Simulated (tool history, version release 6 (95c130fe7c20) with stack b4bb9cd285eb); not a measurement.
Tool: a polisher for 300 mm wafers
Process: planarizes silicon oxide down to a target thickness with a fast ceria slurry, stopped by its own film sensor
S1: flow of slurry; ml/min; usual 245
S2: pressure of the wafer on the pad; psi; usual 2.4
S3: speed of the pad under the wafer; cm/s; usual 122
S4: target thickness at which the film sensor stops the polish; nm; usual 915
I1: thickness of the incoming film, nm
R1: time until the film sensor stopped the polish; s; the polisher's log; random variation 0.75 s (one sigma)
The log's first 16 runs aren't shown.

run	day	S1	S2	S3	S4	I1	R1
# day 8.746: worn pad replaced by a new one
17	9.046	245	2.4	122	915	1694.2	51.1
18	9.333	245	3.0	122	810	1655.7	44.9
19	9.783	245	2.4	122	915	1690.5	48.9
20	10.100	245	2.4	148	915	1685.2	42.1
21	10.683	245	2.2	122	1034	1651.5	43.1
22	11.162	275	1.6	122	1050	1696.6	56.3
# day 12.546: slurry nozzle cleaned
23	13.142	160	2.4	138	915	1691.9	45.2
24	13.712	285	2.4	122	915	1691.4	44.2
25	14.133	245	2.2	122	915	1675.9	47.2
26	14.500	165	1.7	156	1023	1703.8	45.8
27	15.167	245	2.4	122	915	1670.9	43.6
28	15.888	245	2.4	82	915	1688.0	56.7
29	16.446	245	2.4	122	915	1699.4	46.9
30	16.721	275	1.6	122	1050	1695.2	50.0
31	18.258	245	2.4	122	915	1679.5	45.7
# day 18.742: worn pad replaced by a new one
32	18.762	245	2.4	122	915	1666.0	44.5
33	19.046	245	2.4	88	828	1684.5	62.3
34	19.733	185	2.8	148	712	1675.1	46.8
35	20.158	245	2.4	122	915	1694.3	45.6
36	20.671	170	2.4	122	915	1664.8	46.4

Forecast each of these 5 alternatives for the next run:
A	20.688	165	2.4	122	915	1693.8	?
B	20.688	170	2.4	122	817	1693.8	?
C	20.688	245	1.7	122	793	1693.8	?
D	20.688	305	1.9	140	722	1693.8	?
E	20.688	190	3.2	92	1158	1693.8	?

run	R1
A	49.0
B	54.9
C	68.4
D	60.8
E	30.6
Without the tool's hidden state the same runs would have given:
run	R1
A	47.0
B	52.7
C	66.5
D	59.5
E	29.6
